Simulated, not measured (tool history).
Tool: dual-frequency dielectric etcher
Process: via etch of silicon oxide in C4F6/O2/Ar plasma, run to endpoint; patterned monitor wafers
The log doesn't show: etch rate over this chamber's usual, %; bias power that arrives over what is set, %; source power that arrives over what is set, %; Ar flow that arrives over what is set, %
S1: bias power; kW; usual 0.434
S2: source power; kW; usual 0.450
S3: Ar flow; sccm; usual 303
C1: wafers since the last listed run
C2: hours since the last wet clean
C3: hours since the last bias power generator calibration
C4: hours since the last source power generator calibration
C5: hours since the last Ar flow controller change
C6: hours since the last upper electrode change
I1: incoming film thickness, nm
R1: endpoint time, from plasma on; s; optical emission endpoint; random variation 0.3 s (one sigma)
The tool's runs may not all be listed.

| run | hour | S1 | S2 | S3 | C1 | C2 | C3 | C4 | C5 | C6 | I1 | R1 |
|---|---|---|---|---|---|---|---|---|---|---|---|---|
| 1 | 0.0 | 0.434 | 0.430 | 303 | 0 | 261.8 | 1902.8 | 1151.9 | 1976.6 | 3038.6 | 199.1 | 47.5 |
| 2 | 68.7 | 0.434 | 0.430 | 303 | 705 | 330.5 | 1971.5 | 1220.6 | 2045.3 | 3107.3 | 198.0 | 47.1 |
| 3 | 125.9 | 0.434 | 0.450 | 303 | 586 | 387.7 | 2028.7 | 1277.8 | 2102.5 | 3164.5 | 202.1 | 46.6 |
|  | 158.0 | wet clean of the chamber |
| 4 | 158.6 | 0.434 | 0.450 | 303 | 89 | 0.6 | 2061.4 | 1310.5 | 2135.2 | 3197.2 | 198.5 | 47.6 |
|  | 245.8 | bias power generator calibrated |
|  | 256.5 | Ar flow controller replaced |
| 5 | 302.3 | 0.434 | 0.450 | 303 | 1372 | 144.3 | 56.5 | 1454.2 | 45.8 | 3340.9 | 197.8 | 46.8 |
| 6 | 339.5 | 0.434 | 0.530 | 303 | 381 | 181.5 | 93.7 | 1491.4 | 83.0 | 3378.1 | 202.1 | 44.3 |
|  | 347.0 | source power generator calibrated |
| 7 | 401.8 | 0.434 | 0.530 | 303 | 598 | 243.8 | 156.0 | 54.8 | 145.3 | 3440.4 | 199.7 | 44.2 |
| 8 | 442.5 | 0.434 | 0.530 | 303 | 417 | 284.5 | 196.7 | 95.5 | 186.0 | 3481.1 | 197.6 | 42.6 |
| 9 | 489.4 | 0.385 | 0.410 | 303 | 481 | 331.4 | 243.6 | 142.4 | 232.9 | 3528.0 | 200.1 | 51.0 |
|  | 565.8 | upper electrode replaced |
| 10 | 566.3 | 0.504 | 0.370 | 303 | 542 | 408.3 | 320.5 | 219.3 | 309.8 | 0.5 | 199.3 | 46.7 |
|  | 600.2 | wet clean of the chamber |
| 11 | 600.7 | 0.434 | 0.450 | 357 | 106 | 0.5 | 354.9 | 253.7 | 344.2 | 34.9 | 198.2 | 48.4 |
| 12 | 610.0 | 0.501 | 0.450 | 303 | 95 | 9.8 | 364.2 | 263.0 | 353.5 | 44.2 | 196.3 | 43.8 |
| 13 | 641.8 | 0.434 | 0.450 | 303 | 326 | 41.6 | 396.0 | 294.8 | 385.3 | 76.0 | 199.3 | 47.5 |
| 14 | 687.6 | 0.470 | 0.400 | 229 | 470 | 87.4 | 441.8 | 340.6 | 431.1 | 121.8 | 198.2 | 45.9 |
| 15 | 729.3 | 0.465 | 0.450 | 252 | 427 | 129.1 | 483.5 | 382.3 | 472.8 | 163.5 | 197.7 | 44.4 |
| 16 | 767.1 | 0.434 | 0.370 | 268 | 387 | 166.9 | 521.3 | 420.1 | 510.6 | 201.3 | 199.9 | 50.4 |

Forecast each of these 3 alternatives for the next run:
| A | 767.5 | 0.434 | 0.480 | 303 | 4 | 167.3 | 521.7 | 420.5 | 511.0 | 201.7 | 198.9 | ? |
| B | 767.5 | 0.542 | 0.450 | 233 | 4 | 167.3 | 521.7 | 420.5 | 511.0 | 201.7 | 198.9 | ? |
| C | 767.5 | 0.434 | 0.530 | 347 | 4 | 167.3 | 521.7 | 420.5 | 511.0 | 201.7 | 198.9 | ? |

| run | R1 |
|---|---|
| A | 45.4 |
| B | 40.7 |
| C | 44.3 |
Without the tool's hidden state the same runs would have given:
| run | R1 |
|---|---|
| A | 46.5 |
| B | 41.7 |
| C | 45.4 |
